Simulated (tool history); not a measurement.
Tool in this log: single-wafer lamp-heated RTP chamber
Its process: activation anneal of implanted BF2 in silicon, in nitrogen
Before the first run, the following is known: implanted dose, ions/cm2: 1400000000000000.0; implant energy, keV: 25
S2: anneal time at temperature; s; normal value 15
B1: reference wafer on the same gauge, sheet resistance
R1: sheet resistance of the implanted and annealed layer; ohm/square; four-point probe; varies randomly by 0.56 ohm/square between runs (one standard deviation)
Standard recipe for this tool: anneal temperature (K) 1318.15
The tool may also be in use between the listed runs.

run 1 hour=0 | anneal_temperature_(K)=1318.15 S2=15 | B1=149.1 | R1=142.64
run 2 hour=63.1 | anneal_temperature_(K)=1318.15 S2=15 | B1=148.91 | R1=141.68
run 3 hour=126 | anneal_temperature_(K)=1318.15 S2=15 | B1=148.92 | R1=142.26
run 4 hour=330.7 | anneal_temperature_(K)=1318.15 S2=15 | B1=149.06 | R1=138.7
run 5 hour=395.3 | anneal_temperature_(K)=1318.15 S2=15 | B1=148.77 | R1=138.51
run 6 hour=424.4 | anneal_temperature_(K)=1318.15 S2=15 | B1=148.99 | R1=137.92
run 7 hour=493.4 | anneal_temperature_(K)=1318.15 S2=15 | B1=148.99 | R1=137.95
run 8 hour=527.1 | anneal_temperature_(K)=1318.15 S2=15 | B1=149.01 | R1=138.71
run 9 hour=556.2 | anneal_temperature_(K)=1329.15 S2=15 | B1=149.07 | R1=130.04
run 10 hour=616.3 | anneal_temperature_(K)=1329.15 S2=15 | B1=148.97 | R1=129.82
run 11 hour=687.1 | anneal_temperature_(K)=1329.15 S2=15 | B1=149.02 | R1=128.54
run 12 hour=744.3 | anneal_temperature_(K)=1318.15 S2=15 | B1=149.07 | R1=144.7
run 13 hour=818.9 | anneal_temperature_(K)=1318.15 S2=15 | B1=148.91 | R1=144.34
run 14 hour=859.9 | anneal_temperature_(K)=1318.15 S2=15 | B1=149 | R1=144.95
run 15 hour=899.1 | anneal_temperature_(K)=1318.15 S2=15 | B1=148.98 | R1=144.96
run 16 hour=953.4 | anneal_temperature_(K)=1329.15 S2=15 | B1=148.96 | R1=135.14
run 17 hour=1022.3 | anneal_temperature_(K)=1342.15 S2=15 | B1=148.86 | R1=126.27
run 18 hour=1055.6 | anneal_temperature_(K)=1340.15 S2=15 | B1=149.06 | R1=126.63
run 19 hour=1114 | anneal_temperature_(K)=1348.15 S2=23 | B1=148.74 | R1=114.98
run 20 hour=1178.7 | anneal_temperature_(K)=1336.15 S2=7 | B1=148.97 | R1=144.19
run 21 hour=1203.1 | anneal_temperature_(K)=1329.15 S2=18 | B1=149.08 | R1=130.74
run 22 hour=1246 | anneal_temperature_(K)=1318.15 S2=15 | B1=148.93 | R1=142.63
run 23 hour=1311.1 | anneal_temperature_(K)=1318.15 S2=15 | B1=149.06 | R1=142.39
run 24 hour=1351 | anneal_temperature_(K)=1318.15 S2=15 | B1=148.81 | R1=141.43
run 25 hour=1420.9 | anneal_temperature_(K)=1295.15 S2=6 | B1=148.99 | R1=182.81
run 26 hour=1479.9 | anneal_temperature_(K)=1292.15 S2=23 | B1=149 | R1=153.43
run 27 hour=1523.7 | anneal_temperature_(K)=1318.15 S2=15 | B1=149.08 | R1=141.64
run 28 hour=1584.2 | anneal_temperature_(K)=1291.15 S2=20 | B1=148.95 | R1=161.74
run 29 hour=1630.2 | anneal_temperature_(K)=1293.15 S2=12 | B1=148.75 | R1=172.49
run 30 hour=1693.1 | anneal_temperature_(K)=1346.15 S2=23 | B1=148.97 | R1=117.51
run 31 hour=1726.3 | anneal_temperature_(K)=1318.15 S2=15 | B1=148.94 | R1=144.26
run 32 hour=1781.6 | anneal_temperature_(K)=1318.15 S2=15 | B1=148.98 | R1=143.92
run 33 hour=1827.6 | anneal_temperature_(K)=1343.15 S2=15 | B1=149.12 | R1=125.61
run 34 hour=1896.9 | anneal_temperature_(K)=1344.15 S2=18 | B1=148.94 | R1=122.32
run 35 hour=1938.8 | anneal_temperature_(K)=1318.15 S2=9 | B1=148.93 | R1=153.83

Removed from this log: 9 entries logged between the listed runs. Between which two listed runs does each belong, and how does the tool's hidden state at the listed run before it compare with that at the listed run after it?
After run 3, before run 4: reflector plate cleaned (hour 330.2)
  wafer temperature error from the tarnished reflector plate, K: 3.85 -> 8.57
  measured less the result without the state, R1: -2.96 -> -6.54 ohm/square
After run 4, before run 5: pyrometer window cleaned and pyrometer calibrated (hour 342.7)
  wafer temperature error from the tarnished reflector plate, K: 8.57 -> 8.88
  measured less the result without the state, R1: -6.54 -> -6.77 ohm/square
After run 6, before run 7: gauge calibrated (hour 452.5)
  wafer temperature error from the tarnished reflector plate, K: 9.02 -> 9.35
  measured less the result without the state, R1: -6.84 -> -7.11 ohm/square
After run 11, before run 12: reflector plate cleaned, repeated, since the last time left the tool worse (hour 720.6)
  wafer temperature error from the tarnished reflector plate, K: 10.3 -> 0.784
  measured less the result without the state, R1: -7.19 -> -0.61 ohm/square
After run 12, before run 13: pyrometer window cleaned and pyrometer calibrated (hour 818.4)
  wafer temperature error from the tarnished reflector plate, K: 0.784 -> 1.14
  measured less the result without the state, R1: -0.61 -> -0.89 ohm/square
After run 22, before run 23: pyrometer window cleaned and pyrometer calibrated (hour 1309.7)
  wafer temperature error from the tarnished reflector plate, K: 3.18 -> 3.49
  measured less the result without the state, R1: -2.45 -> -2.69 ohm/square
After run 27, before run 28: reflector plate cleaned (hour 1583.7)
  wafer temperature error from the tarnished reflector plate, K: 4.5 -> 0.351
  measured less the result without the state, R1: -3.47 -> -0.37 ohm/square
After run 32, before run 33: pyrometer window cleaned and pyrometer calibrated (hour 1810.8)
  wafer temperature error from the tarnished reflector plate, K: 1.29 -> 1.51
  measured less the result without the state, R1: -1 -> -0.96 ohm/square
After run 33, before run 34: gauge calibrated (hour 1849.4)
  wafer temperature error from the tarnished reflector plate, K: 1.51 -> 1.84
  measured less the result without the state, R1: -0.96 -> -1.13 ohm/square

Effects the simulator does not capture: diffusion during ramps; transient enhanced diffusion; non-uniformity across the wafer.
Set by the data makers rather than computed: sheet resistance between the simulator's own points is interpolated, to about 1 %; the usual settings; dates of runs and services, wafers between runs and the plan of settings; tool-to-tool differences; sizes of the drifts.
